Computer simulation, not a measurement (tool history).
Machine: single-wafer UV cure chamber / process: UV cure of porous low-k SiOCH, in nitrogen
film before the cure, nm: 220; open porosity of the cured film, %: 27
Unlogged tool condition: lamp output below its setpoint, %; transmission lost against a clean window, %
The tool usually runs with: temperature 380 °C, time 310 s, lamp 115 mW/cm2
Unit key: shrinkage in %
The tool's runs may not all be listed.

run     day  temperature  time  lamp  wafers since the last listed run  hours since the UV bulbs were replaced  wafers since the quartz window was cleaned  shrinkage
  1       0          380   310   134                                 0                                   406.3                                         650     15.123
  2    3.25          380   310   134                               515                                   484.3                                        1166     15.471
  3   5.908          380   310   134                               421                                   548.1                                        1587     15.153
  4     9.6          380   310   115                               585                                   636.7                                        2173     14.408
  5  13.496          380   310   115                               618                                   730.2                                        2791     14.113
  6  16.667          380   310   115                               503                                   806.3                                        3295     14.108
  7  19.821          380   310   135                               500                                     882                                        3795     14.453
     23.296  -- UV bulbs replaced
  8  23.317          380   310   135                               501                                     0.5                                        4297     15.761
     24.862  -- quartz window cleaned
  9  25.171          380   310   139                               241                                      45                                          48     16.048
 10  27.767          380   310   115                               411                                   107.3                                         460     14.886
 11  29.733          380   310   115                               312                                   154.5                                         772     14.756
 12  31.583          395   310   115                               293                                   198.9                                        1066     15.308
 13  36.292          380   140   141                               747                                   311.9                                        1813     12.031
 14  38.933          366   200   115                               419                                   375.3                                        2232     12.249
 15  42.217          395   310   115                               520                                   454.1                                        2753     15.081
 16  44.975          392   310   101                               437                                   520.3                                        3191     13.924
 17  47.312          387   195    79                               370                                   576.4                                        3562     10.543
 18  49.242          371   310   115                               306                                   622.7                                        3868     14.428
     50.154  -- quartz window cleaned
 19  51.671          380   405   115                               332                                     681                                         240     15.624
 20  55.138          380   310   115                               550                                   764.2                                         790     13.793
 21  58.833          392   145   142                               586                                   852.9                                        1377     11.453

Each run again, without the hidden state but with its own random variation kept:
run  shrinkage
  1     15.461
  2     15.932
  3     15.714
  4     15.148
  5     15.069
  6     15.292
  7     15.875
  8     15.855
  9     16.146
 10     14.996
 11     14.883
 12     15.462
 13     12.261
 14     12.542
 15     15.497
 16     14.428
 17     11.112
 18     15.147
 19     16.477
 20     14.826
 21     12.716
